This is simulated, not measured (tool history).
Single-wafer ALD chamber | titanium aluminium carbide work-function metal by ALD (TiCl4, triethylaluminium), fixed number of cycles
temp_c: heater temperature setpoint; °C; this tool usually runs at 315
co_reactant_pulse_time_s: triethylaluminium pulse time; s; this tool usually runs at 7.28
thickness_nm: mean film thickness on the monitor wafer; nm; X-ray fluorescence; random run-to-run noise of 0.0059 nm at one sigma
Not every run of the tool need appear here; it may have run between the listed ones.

| run | hour | temp_c | co_reactant_pulse_time_s | read-back reference wafer on the same gauge, thickness_nm | thickness_nm |
|---|---|---|---|---|---|
| 1 | 0.0 | 321 | 8.08 | 1.999 | 2.320 |
| 2 | 102.0 | 321 | 8.08 | 2.001 | 2.334 |
| 3 | 174.1 | 321 | 8.08 | 2.001 | 2.323 |
|  | 231.2 | thermocouple changed; heater temperature recalibrated |
| 4 | 269.5 | 315 | 7.28 | 2.000 | 2.140 |
| 5 | 308.5 | 315 | 7.28 | 2.000 | 2.136 |
|  | 359.1 | triethylaluminium bottle replaced |
| 6 | 377.8 | 315 | 9.53 | 2.001 | 2.312 |
| 7 | 438.9 | 315 | 9.53 | 2.000 | 2.316 |
| 8 | 539.2 | 315 | 9.53 | 2.000 | 2.310 |
| 9 | 638.6 | 315 | 7.28 | 2.000 | 2.174 |
| 10 | 686.5 | 315 | 7.28 | 2.001 | 2.173 |
| 11 | 744.0 | 315 | 7.28 | 2.000 | 2.181 |
| 12 | 830.7 | 310 | 9.59 | 1.999 | 2.263 |
| 13 | 867.9 | 324 | 4.99 | 2.000 | 1.900 |
| 14 | 972.3 | 307 | 5.01 | 2.001 | 1.746 |
| 15 | 1079.4 | 307 | 4.41 | 2.000 | 1.582 |
| 16 | 1118.0 | 315 | 7.28 | 1.999 | 2.163 |
| 17 | 1169.4 | 315 | 7.28 | 2.000 | 2.149 |

Forecast run 18:
| 18 | 1233.6 | 303 | 9.03 | ? | ? |

Run 18 yielded read-back reference wafer on the same gauge, thickness_nm 2.000, thickness_nm 2.138 nm.
Minus the tool's unlogged condition, the same run would have read thickness_nm 2.154 nm.
